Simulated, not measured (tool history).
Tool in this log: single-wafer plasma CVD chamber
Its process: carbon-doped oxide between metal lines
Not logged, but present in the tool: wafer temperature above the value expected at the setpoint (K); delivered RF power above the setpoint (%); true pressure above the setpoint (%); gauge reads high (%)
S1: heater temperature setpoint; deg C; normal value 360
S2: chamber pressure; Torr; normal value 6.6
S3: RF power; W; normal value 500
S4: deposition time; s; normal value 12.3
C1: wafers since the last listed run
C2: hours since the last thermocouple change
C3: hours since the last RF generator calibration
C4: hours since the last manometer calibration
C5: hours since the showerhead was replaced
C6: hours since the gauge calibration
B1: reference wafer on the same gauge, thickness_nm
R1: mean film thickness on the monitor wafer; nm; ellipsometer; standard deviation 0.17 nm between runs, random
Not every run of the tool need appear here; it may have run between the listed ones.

| run | hour | S1 | S2 | S3 | S4 | C1 | C2 | C3 | C4 | C5 | C6 | B1 | R1 |
|---|---|---|---|---|---|---|---|---|---|---|---|---|---|
| 1 | 0 | 360 | 5.78 | 500 | 12.3 | 0 | 950.9 | 1069 | 872.5 | 5251.6 | 1412.3 | 65.373 | 61.643 |
|  | 41.7 | thermocouple changed; heater temperature recalibrated |
| 2 | 42.2 | 360 | 5.78 | 500 | 12.3 | 1049 | 0.5 | 1111.2 | 914.7 | 5293.8 | 1454.5 | 65.405 | 62.944 |
|  | 59.7 | RF generator calibrated |
| 3 | 82.4 | 360 | 6.6 | 555 | 12.3 | 988 | 40.7 | 22.7 | 954.9 | 5334 | 1494.7 | 65.418 | 66.658 |
| 4 | 141.9 | 360 | 6.6 | 500 | 12.3 | 1825 | 100.2 | 82.2 | 1014.4 | 5393.5 | 1554.2 | 65.383 | 63.771 |
| 5 | 205.4 | 353 | 6.6 | 500 | 11.5 | 1948 | 163.7 | 145.7 | 1077.9 | 5457 | 1617.7 | 65.41 | 61.178 |
| 6 | 241.5 | 353 | 6.6 | 500 | 11.5 | 1107 | 199.8 | 181.8 | 1114 | 5493.1 | 1653.8 | 65.44 | 61.211 |
| 7 | 291.1 | 360 | 6.6 | 500 | 12.3 | 1522 | 249.4 | 231.4 | 1163.6 | 5542.7 | 1703.4 | 65.441 | 63.701 |
|  | 292 | gauge calibrated |
| 8 | 387.8 | 360 | 6.6 | 500 | 12.3 | 2967 | 346.1 | 328.1 | 1260.3 | 5639.4 | 95.8 | 65.387 | 63.707 |
| 9 | 445.4 | 353 | 7.13 | 440 | 14.4 | 1767 | 403.7 | 385.7 | 1317.9 | 5697 | 153.4 | 65.435 | 72.374 |
| 10 | 537.4 | 360 | 6.6 | 500 | 12.3 | 2823 | 495.7 | 477.7 | 1409.9 | 5789 | 245.4 | 65.379 | 63.472 |
| 11 | 635.8 | 360 | 6.6 | 500 | 12.3 | 3019 | 594.1 | 576.1 | 1508.3 | 5887.4 | 343.8 | 65.405 | 63.741 |
| 12 | 914.5 | 360 | 6.6 | 500 | 12.3 | 8552 | 872.8 | 854.8 | 1787 | 6166.1 | 622.5 | 65.387 | 62.98 |
|  | 964.6 | thermocouple changed; heater temperature recalibrated |
|  | 1171.8 | RF generator calibrated |
| 13 | 1224.8 | 345 | 6.6 | 500 | 10.3 | 9031 | 260.2 | 53 | 2097.3 | 6476.4 | 932.8 | 65.366 | 56.132 |
|  | 1270.3 | showerhead replaced |
| 14 | 1281.5 | 360 | 5.87 | 500 | 14.6 | 1494 | 316.9 | 109.7 | 2154 | 11.2 | 989.5 | 65.377 | 74.244 |
| 15 | 1355.4 | 360 | 6.6 | 500 | 12.3 | 2267 | 390.8 | 183.6 | 2227.9 | 85.1 | 1063.4 | 65.381 | 63.852 |
| 16 | 1445.4 | 360 | 6.6 | 500 | 12.3 | 2761 | 480.8 | 273.6 | 2317.9 | 175.1 | 1153.4 | 65.376 | 63.752 |
|  | 1466.4 | capacitance manometer re-zeroed and calibrated |
| 17 | 1551.1 | 360 | 6.6 | 565 | 10.2 | 2998 | 586.5 | 379.3 | 84.7 | 280.8 | 1259.1 | 65.419 | 55.886 |
| 18 | 1612.3 | 360 | 6.6 | 500 | 11 | 1878 | 647.7 | 440.5 | 145.9 | 342 | 1320.3 | 65.418 | 56.966 |
| 19 | 1689.5 | 351 | 6.08 | 430 | 14 | 2369 | 724.9 | 517.7 | 223.1 | 419.2 | 1397.5 | 65.391 | 68.689 |
| 20 | 1796.1 | 354 | 6.6 | 420 | 10.3 | 3271 | 831.5 | 624.3 | 329.7 | 525.8 | 1504.1 | 65.384 | 50.091 |
|  | 1876.2 | thermocouple changed; heater temperature recalibrated |
| 21 | 1890.6 | 360 | 6.6 | 570 | 13 | 2654 | 14.4 | 718.8 | 424.2 | 620.3 | 1598.6 | 65.438 | 71.335 |
| 22 | 2039.7 | 352 | 6.6 | 500 | 12.3 | 4575 | 163.5 | 867.9 | 573.3 | 769.4 | 1747.7 | 65.42 | 65.583 |
| 23 | 2088.5 | 360 | 6.6 | 500 | 12.3 | 1497 | 212.3 | 916.7 | 622.1 | 818.2 | 1796.5 | 65.395 | 63.942 |
|  | 2164.4 | RF generator calibrated |
| 24 | 2183.8 | 345 | 7.95 | 550 | 12.3 | 2678 | 307.6 | 19.4 | 717.4 | 913.5 | 1891.8 | 65.394 | 70.715 |
| 25 | 2250.8 | 360 | 6.6 | 585 | 13.9 | 2056 | 374.6 | 86.4 | 784.4 | 980.5 | 1958.8 | 65.445 | 77.168 |
| 26 | 2318 | 360 | 6.6 | 500 | 12.3 | 2062 | 441.8 | 153.6 | 851.6 | 1047.7 | 2026 | 65.413 | 63.887 |
| 27 | 2417.4 | 360 | 6.6 | 500 | 10.2 | 3050 | 541.2 | 253 | 951 | 1147.1 | 2125.4 | 65.37 | 53.053 |
| 28 | 2455.2 | 360 | 5.21 | 550 | 10.4 | 1159 | 579 | 290.8 | 988.8 | 1184.9 | 2163.2 | 65.397 | 53.807 |

State the hidden condition of the tool at each of the runs:
delivered RF power above the setpoint (%): 0 at every run
true pressure above the setpoint (%): 0 at every run
gauge reads high (%): 0 at every run
H1: wafer temperature above the value expected at the setpoint (K)
| run | H1 |
|---|---|
| 1 | 6.14 |
| 2 | -0.186 |
| 3 | -0.176 |
| 4 | -0.122 |
| 5 | -0.0145 |
| 6 | 0.0697 |
| 7 | 0.213 |
| 8 | 0.582 |
| 9 | 0.859 |
| 10 | 1.39 |
| 11 | 2.08 |
| 12 | 4.7 |
| 13 | 0.424 |
| 14 | 0.634 |
| 15 | 0.969 |
| 16 | 1.47 |
| 17 | 2.2 |
| 18 | 2.68 |
| 19 | 3.36 |
| 20 | 4.43 |
| 21 | 0.406 |
| 22 | 0.577 |
| 23 | 0.694 |
| 24 | 1.01 |
| 25 | 1.31 |
| 26 | 1.66 |
| 27 | 2.28 |
| 28 | 2.56 |

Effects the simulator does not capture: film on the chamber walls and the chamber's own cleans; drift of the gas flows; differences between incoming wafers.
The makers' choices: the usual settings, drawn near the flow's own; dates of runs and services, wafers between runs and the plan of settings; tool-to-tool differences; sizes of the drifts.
